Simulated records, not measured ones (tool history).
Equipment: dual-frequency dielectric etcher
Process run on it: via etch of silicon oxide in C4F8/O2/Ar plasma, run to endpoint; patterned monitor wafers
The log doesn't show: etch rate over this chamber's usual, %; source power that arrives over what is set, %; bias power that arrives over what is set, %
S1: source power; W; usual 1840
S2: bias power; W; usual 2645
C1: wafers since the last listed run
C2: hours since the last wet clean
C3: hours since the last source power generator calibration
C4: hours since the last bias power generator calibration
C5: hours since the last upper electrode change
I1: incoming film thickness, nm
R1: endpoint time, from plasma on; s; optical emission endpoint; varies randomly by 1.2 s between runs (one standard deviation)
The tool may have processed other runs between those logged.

| run | hour | S1 | S2 | C1 | C2 | C3 | C4 | C5 | I1 | R1 |
|---|---|---|---|---|---|---|---|---|---|---|
| 1 | 0.0 | 1730 | 2645 | 0 | 342.8 | 2779.9 | 1424.8 | 2506.4 | 2244.7 | 407.5 |
| 2 | 14.1 | 1730 | 2645 | 37 | 356.9 | 2794.0 | 1438.9 | 2520.5 | 2240.1 | 404.3 |
|  | 48.3 | wet clean of the chamber |
| 3 | 48.8 | 1840 | 2645 | 28 | 0.5 | 2828.7 | 1473.6 | 2555.2 | 2232.2 | 390.3 |
| 4 | 71.5 | 1530 | 2645 | 60 | 23.2 | 2851.4 | 1496.3 | 2577.9 | 2219.7 | 441.8 |
| 5 | 101.0 | 1530 | 2645 | 78 | 52.7 | 2880.9 | 1525.8 | 2607.4 | 2230.0 | 440.9 |
| 6 | 129.6 | 1530 | 2645 | 75 | 81.3 | 2909.5 | 1554.4 | 2636.0 | 2241.0 | 443.8 |
| 7 | 160.3 | 1840 | 2645 | 81 | 112.0 | 2940.2 | 1585.1 | 2666.7 | 2236.0 | 389.4 |
| 8 | 177.0 | 1840 | 2645 | 44 | 128.7 | 2956.9 | 1601.8 | 2683.4 | 2270.3 | 396.2 |
| 9 | 190.4 | 1840 | 2645 | 35 | 142.1 | 2970.3 | 1615.2 | 2696.8 | 2253.7 | 392.8 |
| 10 | 221.7 | 1840 | 2645 | 82 | 173.4 | 3001.6 | 1646.5 | 2728.1 | 2234.9 | 387.7 |
|  | 238.4 | source power generator calibrated |
| 11 | 244.0 | 1840 | 2645 | 48 | 195.7 | 5.6 | 1668.8 | 2750.4 | 2230.6 | 386.5 |
| 12 | 258.7 | 1840 | 2645 | 38 | 210.4 | 20.3 | 1683.5 | 2765.1 | 2248.2 | 392.5 |
|  | 278.3 | bias power generator calibrated |
|  | 303.9 | upper electrode replaced |
| 13 | 304.4 | 1840 | 2945 | 46 | 256.1 | 66.0 | 26.1 | 0.5 | 2217.7 | 375.4 |
| 14 | 309.6 | 1680 | 2059 | 13 | 261.3 | 71.2 | 31.3 | 5.7 | 2215.9 | 467.7 |
| 15 | 329.5 | 1610 | 2343 | 52 | 281.2 | 91.1 | 51.2 | 25.6 | 2237.3 | 460.2 |
| 16 | 346.1 | 2000 | 3164 | 43 | 297.8 | 107.7 | 67.8 | 42.2 | 2252.5 | 352.3 |
| 17 | 365.9 | 1490 | 2925 | 52 | 317.6 | 127.5 | 87.6 | 62.0 | 2241.1 | 438.9 |
| 18 | 379.1 | 2190 | 3125 | 34 | 330.8 | 140.7 | 100.8 | 75.2 | 2232.6 | 332.3 |
| 19 | 396.8 | 1490 | 2925 | 46 | 348.5 | 158.4 | 118.5 | 92.9 | 2242.9 | 439.2 |
| 20 | 412.3 | 2150 | 2244 | 41 | 364.0 | 173.9 | 134.0 | 108.4 | 2243.5 | 388.4 |
| 21 | 424.7 | 1620 | 3227 | 32 | 376.4 | 186.3 | 146.4 | 120.8 | 2238.4 | 393.7 |
|  | 473.3 | wet clean of the chamber |
| 22 | 473.8 | 2160 | 1986 | 66 | 0.5 | 235.4 | 195.5 | 169.9 | 2228.8 | 413.5 |
| 23 | 480.4 | 2180 | 3156 | 17 | 7.1 | 242.0 | 202.1 | 176.5 | 2260.0 | 341.0 |
| 24 | 507.5 | 1590 | 2213 | 71 | 34.2 | 269.1 | 229.2 | 203.6 | 2242.9 | 481.4 |
| 25 | 542.8 | 1840 | 2014 | 93 | 69.5 | 304.4 | 264.5 | 238.9 | 2234.9 | 454.1 |
| 26 | 569.7 | 2080 | 3031 | 71 | 96.4 | 331.3 | 291.4 | 265.8 | 2245.2 | 352.5 |
| 27 | 586.0 | 1840 | 2645 | 43 | 112.7 | 347.6 | 307.7 | 282.1 | 2230.2 | 399.9 |
| 28 | 600.8 | 1490 | 3147 | 39 | 127.5 | 362.4 | 322.5 | 296.9 | 2247.6 | 428.6 |
| 29 | 632.8 | 1840 | 2645 | 84 | 159.5 | 394.4 | 354.5 | 328.9 | 2233.6 | 398.9 |
| 30 | 645.6 | 1840 | 2645 | 33 | 172.3 | 407.2 | 367.3 | 341.7 | 2237.5 | 401.4 |
| 31 | 676.4 | 1840 | 2946 | 81 | 203.1 | 438.0 | 398.1 | 372.5 | 2253.8 | 385.6 |
| 32 | 689.6 | 1840 | 2839 | 34 | 216.3 | 451.2 | 411.3 | 385.7 | 2230.1 | 385.3 |
| 33 | 723.1 | 1430 | 2115 | 88 | 249.8 | 484.7 | 444.8 | 419.2 | 2242.1 | 523.8 |
| 34 | 737.2 | 2260 | 2645 | 37 | 263.9 | 498.8 | 458.9 | 433.3 | 2244.3 | 352.8 |

Across each entry between runs, compare the hidden state at the last listed run before it with the hidden state at the first listed run after it:
From run 2 to run 3: wet clean of the chamber (hour 48.3)
  etch rate over this chamber's usual, %: 1.3 -> 0.00444; bias power that arrives over what is set, %: 4.94 -> 5.06
  what was measured, less what the result would be without the hidden state, R1: -13.9 -> -8.4 s
From run 10 to run 11: source power generator calibrated (hour 238.4)
  etch rate over this chamber's usual, %: 0.687 -> 0.775; bias power that arrives over what is set, %: 5.64 -> 5.71
  what was measured, less what the result would be without the hidden state, R1: -12.0 -> -12.4 s
From run 12 to run 13: bias power generator calibrated (hour 278.3); upper electrode replaced (hour 303.9)
  etch rate over this chamber's usual, %: 0.833 -> 1.01; bias power that arrives over what is set, %: 5.76 -> -0.375
  what was measured, less what the result would be without the hidden state, R1: -13.0 -> -3.2 s
From run 21 to run 22: wet clean of the chamber (hour 473.3)
  etch rate over this chamber's usual, %: 1.49 -> -0.325; bias power that arrives over what is set, %: 0.0255 -> 0.189
  what was measured, less what the result would be without the hidden state, R1: -5.9 -> +1.0 s

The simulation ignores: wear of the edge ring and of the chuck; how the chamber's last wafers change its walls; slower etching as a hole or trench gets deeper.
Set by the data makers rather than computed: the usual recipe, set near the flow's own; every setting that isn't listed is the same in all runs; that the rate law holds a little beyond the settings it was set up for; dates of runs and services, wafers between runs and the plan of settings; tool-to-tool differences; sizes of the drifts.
